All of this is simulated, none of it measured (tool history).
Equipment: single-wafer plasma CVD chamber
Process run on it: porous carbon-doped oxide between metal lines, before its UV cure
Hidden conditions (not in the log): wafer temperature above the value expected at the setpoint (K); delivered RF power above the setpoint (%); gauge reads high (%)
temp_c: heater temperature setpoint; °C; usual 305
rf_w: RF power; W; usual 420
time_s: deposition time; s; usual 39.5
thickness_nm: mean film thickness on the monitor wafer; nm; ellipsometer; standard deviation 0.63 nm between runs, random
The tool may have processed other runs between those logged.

run	hour	temp_c	rf_w	time_s	wafers since the last listed run	hours since the last thermocouple change	hours since the last RF generator calibration	hours since the showerhead was replaced	hours since the gauge calibration	read-back reference wafer on the same gauge, thickness_nm	thickness_nm
1	0	309	420	39.5	0	290.1	593.5	6981.2	730.7	159.095	185.825
2	24.5	305	420	39.5	764	314.6	618	7005.7	755.2	158.967	190.124
3	58.6	305	420	39.5	1064	348.7	652.1	7039.8	789.3	159.059	190.124
4	79.9	305	420	39.5	664	370	673.4	7061.1	810.6	158.916	189.392
5	101.6	305	420	39.5	677	391.7	695.1	7082.8	832.3	158.926	190.273
6	132.3	316	420	39.5	957	422.4	725.8	7113.5	863	159.043	177.367
7	154.2	316	420	39.5	683	444.3	747.7	7135.4	884.9	158.93	177.643
8	180.9	316	420	39.5	833	471	774.4	7162.1	911.6	159.077	177.422
9	202.3	305	420	42	667	492.4	795.8	7183.5	933	159.028	201.133
# hour 225.3: gauge calibrated
10	235.7	305	420	42	1042	525.8	829.2	7216.9	10.4	159.031	201.096
11	256.5	305	420	39.5	649	546.6	850	7237.7	31.2	158.982	188.023
12	288.3	305	420	39.5	992	578.4	881.8	7269.5	63	159.017	189.266
13	319	301	420	39.5	957	609.1	912.5	7300.2	93.7	158.88	192.789
14	340.1	314	460	34.9	658	630.2	933.6	7321.3	114.8	159.062	169.209
15	358.9	311	375	34.7	586	649	952.4	7340.1	133.6	159.036	145.932
16	386.8	305	420	39.5	870	676.9	980.3	7368	161.5	158.894	188.849
17	416.1	316	485	36	914	706.2	1009.6	7397.3	190.8	159.08	179.414
18	447	305	420	39.5	964	737.1	1040.5	7428.2	221.7	159.054	185.504
# hour 459.1: RF generator calibrated
19	468.3	293	420	35.8	415	758.4	9.2	7449.5	243	159.129	183.197
20	489.8	316	420	39.5	670	779.9	30.7	7471	264.5	159.086	173.888
# hour 517.8: showerhead replaced, of another model than before
# hour 526.4: thermocouple changed; heater temperature recalibrated
21	526.9	305	420	39.5	658	0.5	67.8	9.1	301.6	159.031	191.487
22	538.5	305	420	39.5	361	12.1	79.4	20.7	313.2	158.982	192.188
23	555.7	305	485	47.1	536	29.3	96.6	37.9	330.4	158.986	242.809
24	578.5	300	420	42.8	711	52.1	119.4	60.7	353.2	158.989	214.81
25	594.1	305	395	35	486	67.7	135	76.3	368.8	159.064	164.981
26	613.5	305	420	39.5	605	87.1	154.4	95.7	388.2	159.012	191.243
27	639.2	298	485	32.7	801	112.8	180.1	121.4	413.9	159.092	178.827
28	672.5	293	490	39.5	1039	146.1	213.4	154.7	447.2	158.913	221.277
29	688.3	294	420	42.3	493	161.9	229.2	170.5	463	159.024	220.571
30	713	297	420	39.5	770	186.6	253.9	195.2	487.7	159.037	199.407
31	735.8	305	420	42.4	711	209.4	276.7	218	510.5	158.946	204.42
32	755.4	291	350	47.3	611	229	296.3	237.6	530.1	159.027	228.595
33	841.6	305	420	42	2689	315.2	382.5	323.8	616.3	159.046	201.496
34	863.4	298	420	39.5	680	337	404.3	345.6	638.1	158.867	198.931

Each row is a separate what-if for the run after 34, all from the same tool condition, not one after another. Results?
A	863.8	305	420	39.5	12	337.4	404.7	346	638.5	?	?
B	863.8	305	420	36.7	12	337.4	404.7	346	638.5	?	?
C	863.8	317	465	45.2	12	337.4	404.7	346	638.5	?	?
D	863.8	310	420	39.5	12	337.4	404.7	346	638.5	?	?

run	read-back reference wafer on the same gauge, thickness_nm	thickness_nm
A	159.02	189.801
B	159.02	176.68
C	159.02	211.291
D	159.02	184.11
Take away the tool's hidden state, keep each run's random variation, and the runs would have read:
run	thickness_nm
A	192.571
B	179.259
C	214.119
D	186.674
